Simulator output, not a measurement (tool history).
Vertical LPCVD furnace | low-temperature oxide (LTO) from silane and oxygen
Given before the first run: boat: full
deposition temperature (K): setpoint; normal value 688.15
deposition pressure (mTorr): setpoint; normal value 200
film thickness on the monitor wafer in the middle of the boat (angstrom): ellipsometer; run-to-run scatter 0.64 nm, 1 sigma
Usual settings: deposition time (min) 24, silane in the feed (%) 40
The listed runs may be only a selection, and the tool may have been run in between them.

run	hour	deposition temperature (K)	deposition pressure (mTorr)	deposition time (min)	silane in the feed (%)	wafers since the last listed run	hours since the last temperature calibration	hours since the pressure gauge was zeroed	hours since the silane flow controller was replaced	hours since the gauge calibration	read-back reference wafer on the same gauge, thickness	film thickness on the monitor wafer in the middle of the boat (angstrom)
1	0	688.15	200	20.5	40	0	0.5	3389.1	5791.2	1211.3	268.84	2243.7
2	3.9	688.15	200	20.5	40	77	4.4	3393	5795.1	1215.2	268.78	2234.1
3	25.5	688.15	200	24	40	426	26	3414.6	5816.7	1236.8	268.8	2616.5
4	49.9	688.15	200	24	40	482	50.4	3439	5841.1	1261.2	269.03	2623.7
5	80.5	688.15	200	24	44	604	81	3469.6	5871.7	1291.8	269.03	2906.7
6	95.3	688.15	200	24	44	292	95.8	3484.4	5886.5	1306.6	269.07	2912.3
7	129.7	688.15	200	24	44	679	130.2	3518.8	5920.9	1341	268.98	2914
8	144.9	688.15	200	24	40	300	145.4	3534	5936.1	1356.2	269	2633.4
9	162.3	688.15	200	24	40	343	162.8	3551.4	5953.5	1373.6	269.02	2612.7
# hour 193: silane flow controller replaced
10	195.7	681.15	165	24	37	185	196.2	3584.8	2.7	1407	268.83	1841.7
# hour 216.9: gauge calibrated
11	220.8	688.15	200	24	40	495	221.3	3609.9	27.8	3.9	269.3	2634.6
12	249.9	688.15	220	24	46	574	250.4	3639	56.9	33	268.98	3329.9
13	267.9	688.15	245	24	40	355	268.4	3657	74.9	51	269.05	3170.1
14	364.4	688.15	200	24	40	1906	364.9	3753.5	171.4	147.5	269.15	2614.8
15	397.4	688.15	200	24	44	651	397.9	3786.5	204.4	180.5	268.92	2918.5
# hour 438.2: pressure gauge zeroed
16	438.7	688.15	200	24	40	341	439.2	0.5	245.7	221.8	269.1	2520
17	451.2	688.15	200	28.5	48	246	451.7	13	258.2	234.3	268.75	3588
18	484.2	695.15	240	27	46	651	484.7	46	291.2	267.3	268.92	4215.6
19	508.5	699.15	200	28.5	36	480	509	70.3	315.5	291.6	268.93	2969.7
20	542	688.15	220	21	40	661	542.5	103.8	349	325.1	268.98	2424.4
21	561.3	678.15	215	31	36	381	561.8	123.1	368.3	344.4	269.09	2780.9
22	667.1	688.15	200	24	40	2090	667.6	228.9	474.1	450.2	269.15	2543.1
23	679.4	683.15	200	24	40	242	679.9	241.2	486.4	462.5	269.13	2413.3
24	704.9	688.15	200	24	40	503	705.4	266.7	511.9	488	268.94	2547.2
25	735.3	688.15	200	24	47	600	735.8	297.1	542.3	518.4	268.87	3019.8
26	754.2	697.15	235	30	37	373	754.7	316	561.2	537.3	269.2	3751.2
27	788.9	688.15	200	24	40	685	789.4	350.7	595.9	572	268.85	2541.6
28	822.2	680.15	175	24	38	657	822.7	384	629.2	605.3	268.87	1941.6
29	844.6	681.15	245	24	37	442	845.1	406.4	651.6	627.7	269.3	2638.6
30	868.9	691.15	180	17	40	480	869.4	430.7	675.9	652	269.01	1687.8
31	883.4	688.15	185	24	35	286	883.9	445.2	690.4	666.5	268.92	2015

Hidden state at the last listed run before each entry between runs and at the first one after, where it differs:
Runs 9 to 10: silane flow controller replaced (hour 193)
  true pressure minus gauge reading, mTorr: 8.29 -> 8.31
  measured less the result without the state, film thickness on the monitor wafer in the middle of the boat (angstrom): +104 -> +88.3
Runs 10 to 11: gauge calibrated (hour 216.9)
  true pressure minus gauge reading, mTorr: 8.31 -> 8.32
  measured less the result without the state, film thickness on the monitor wafer in the middle of the boat (angstrom): +88.3 -> +105.2
Runs 15 to 16: pressure gauge zeroed (hour 438.2)
  true pressure minus gauge reading, mTorr: 8.39 -> 0.118
  measured less the result without the state, film thickness on the monitor wafer in the middle of the boat (angstrom): +117.5 -> +1.5

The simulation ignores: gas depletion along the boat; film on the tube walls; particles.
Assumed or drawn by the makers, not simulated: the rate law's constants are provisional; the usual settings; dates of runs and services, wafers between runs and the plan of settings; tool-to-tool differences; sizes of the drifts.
